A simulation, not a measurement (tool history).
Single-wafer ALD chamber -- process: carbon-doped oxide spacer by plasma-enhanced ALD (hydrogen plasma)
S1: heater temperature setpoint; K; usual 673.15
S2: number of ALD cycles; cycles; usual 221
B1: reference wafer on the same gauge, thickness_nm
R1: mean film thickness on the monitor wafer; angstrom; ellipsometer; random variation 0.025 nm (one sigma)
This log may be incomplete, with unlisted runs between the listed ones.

run 1 hour=0 | S1=673.15 S2=199 | B1=10.583 | R1=98.5
run 2 hour=18.1 | S1=673.15 S2=221 | B1=10.57 | R1=109.06
run 3 hour=40.4 | S1=673.15 S2=221 | B1=10.574 | R1=108.66
run 4 hour=58.2 | S1=673.15 S2=221 | B1=10.568 | R1=108.34
run 5 hour=82.4 | S1=673.15 S2=221 | B1=10.555 | R1=108.61
run 6 hour=105 | S1=673.15 S2=221 | B1=10.543 | R1=108.68
run 7 hour=121.7 | S1=673.15 S2=221 | B1=10.534 | R1=108.21
run 8 hour=149.1 | S1=673.15 S2=221 | B1=10.514 | R1=107.96
run 9 hour=168.5 | S1=673.15 S2=208 | B1=10.506 | R1=101.47
run 10 hour=189.4 | S1=673.15 S2=208 | B1=10.491 | R1=101.55
run 11 hour=212.8 | S1=662.15 S2=208 | B1=10.484 | R1=101.31
run 12 hour=236.5 | S1=662.15 S2=208 | B1=10.466 | R1=101.54
run 13 hour=258.5 | S1=662.15 S2=208 | B1=10.452 | R1=101.42
run 14 hour=284.6 | S1=663.15 S2=221 | B1=10.441 | R1=107.08
run 15 hour=313.7 | S1=673.15 S2=221 | B1=10.421 | R1=107.01
run 16 hour=348.3 | S1=665.15 S2=221 | B1=10.392 | R1=107.17
-- hour=350 gauge calibrated
run 17 hour=363.2 | S1=659.15 S2=245 | B1=10.668 | R1=122.09
run 18 hour=381.5 | S1=684.15 S2=195 | B1=10.666 | R1=93.36
-- hour=391.8 thermocouple changed; heater temperature recalibrated
run 19 hour=415.1 | S1=662.15 S2=208 | B1=10.66 | R1=103.24
run 20 hour=430.1 | S1=678.15 S2=200 | B1=10.661 | R1=97.92
run 21 hour=454.9 | S1=673.15 S2=221 | B1=10.665 | R1=109.76
run 22 hour=486.9 | S1=686.15 S2=264 | B1=10.659 | R1=125.49
run 23 hour=515.6 | S1=673.15 S2=221 | B1=10.66 | R1=109.57
run 24 hour=530.2 | S1=679.15 S2=221 | B1=10.658 | R1=107.62
run 25 hour=624.3 | S1=685.15 S2=221 | B1=10.635 | R1=105.09
run 26 hour=716.2 | S1=684.15 S2=221 | B1=10.62 | R1=105.02
run 27 hour=730 | S1=661.15 S2=236 | B1=10.608 | R1=116.85

Branching from run 27: 3 alternative next runs. What would each branch give?
run A hour=730.7 | S1=686.15 S2=221 | B1=? | R1=?
run B hour=730.7 | S1=688.15 S2=221 | B1=? | R1=?
run C hour=730.7 | S1=658.15 S2=194 | B1=? | R1=?

run=A B1=10.606 R1=104.87
run=B B1=10.606 R1=104.17
run=C B1=10.606 R1=96.04
The same runs, with their run-to-run variation unchanged, on a tool lacking any hidden condition would have given:
run=A R1=105.83
run=B R1=105.12
run=C R1=96.92

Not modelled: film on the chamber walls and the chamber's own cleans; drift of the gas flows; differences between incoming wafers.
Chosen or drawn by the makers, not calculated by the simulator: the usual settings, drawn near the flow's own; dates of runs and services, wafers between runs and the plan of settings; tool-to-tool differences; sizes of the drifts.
